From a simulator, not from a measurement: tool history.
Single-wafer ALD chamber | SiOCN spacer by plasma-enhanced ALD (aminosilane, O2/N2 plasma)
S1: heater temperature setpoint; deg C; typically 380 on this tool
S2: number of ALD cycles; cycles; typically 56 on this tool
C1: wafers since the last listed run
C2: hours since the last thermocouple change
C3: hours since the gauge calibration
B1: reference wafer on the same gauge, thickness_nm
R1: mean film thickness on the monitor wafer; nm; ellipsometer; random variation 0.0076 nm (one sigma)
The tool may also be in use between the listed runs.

run     day   S1  S2   C1      C2      C3     B1     R1
  1   0.000  380  56    0  1711.9   643.1  2.559  3.027
  2   1.650  380  56  139  1751.5   682.7  2.560  3.036
  3   4.133  383  56  209  1811.1   742.3  2.563  3.026
  4   6.762  380  49  222  1874.2   805.4  2.557  2.639
  5   9.475  380  49  229  1939.3   870.5  2.561  2.656
  6  12.396  380  49  246  2009.4   940.6  2.561  2.652
  7  14.629  389  56  188  2063.0   994.2  2.562  3.034
  8  15.654  389  56   86  2087.6  1018.8  2.560  3.029
  9  16.783  389  56   95  2114.7  1045.9  2.561  3.043
 10  18.392  380  56  135  2153.3  1084.5  2.560  3.022
 11  19.883  380  56  126  2189.1  1120.3  2.561  3.024
 12  21.667  380  56  150  2231.9  1163.1  2.560  3.039
 13  24.504  380  56  239  2300.0  1231.2  2.560  3.021
 14  27.138  380  56  222  2363.2  1294.4  2.559  3.020
 15  30.058  380  56  246  2433.3  1364.5  2.561  3.021
 16  32.396  380  56  197  2489.4  1420.6  2.559  3.026
     33.933  -- thermocouple changed; heater temperature recalibrated
 17  35.342  380  56  220    33.8  1491.3  2.560  3.037
 18  42.333  370  54  591   201.6  1659.1  2.561  2.925
 19  43.471  393  45   96   228.9  1686.4  2.558  2.420
 20  46.104  365  62  222   292.1  1749.6  2.561  3.353
     48.133  -- gauge calibrated
 21  48.400  395  63  194   347.2     6.4  2.563  3.394
 22  50.800  380  56  202   404.8    64.0  2.563  3.023
 23  53.079  368  46  192   459.5   118.7  2.559  2.496
 24  55.967  374  56  244   528.8   188.0  2.561  3.030
 25  59.900  389  50  332   623.2   282.4  2.559  2.699
 26  61.142  392  50  104   653.0   312.2  2.560  2.716
 27  62.638  380  56  126   688.9   348.1  2.562  3.019
 28  65.333  380  56  227   753.6   412.8  2.562  3.022
 29  67.004  380  56  141   793.7   452.9  2.561  3.028
 30  69.179  380  56  183   845.9   505.1  2.561  3.040
 31  71.100  380  50  162   892.0   551.2  2.561  2.692
 32  72.642  393  56  130   929.0   588.2  2.560  3.026
 33  74.562  391  47  162   975.1   634.3  2.558  2.540
 34  77.233  380  56  225  1039.2   698.4  2.560  3.038
 35  80.779  392  50  299  1124.3   783.5  2.561  2.705
 36  82.317  374  48  129  1161.2   820.4  2.560  2.608

Describe how what the log doesn't record of the tool's condition differs between the last listed run preceding each entry between runs and the first listed run following it.
After run 16, before run 17: thermocouple changed; heater temperature recalibrated (day 33.933)
  both runs share identical hidden conditions
After run 20, before run 21: gauge calibrated (day 48.133)
  both runs share identical hidden conditions
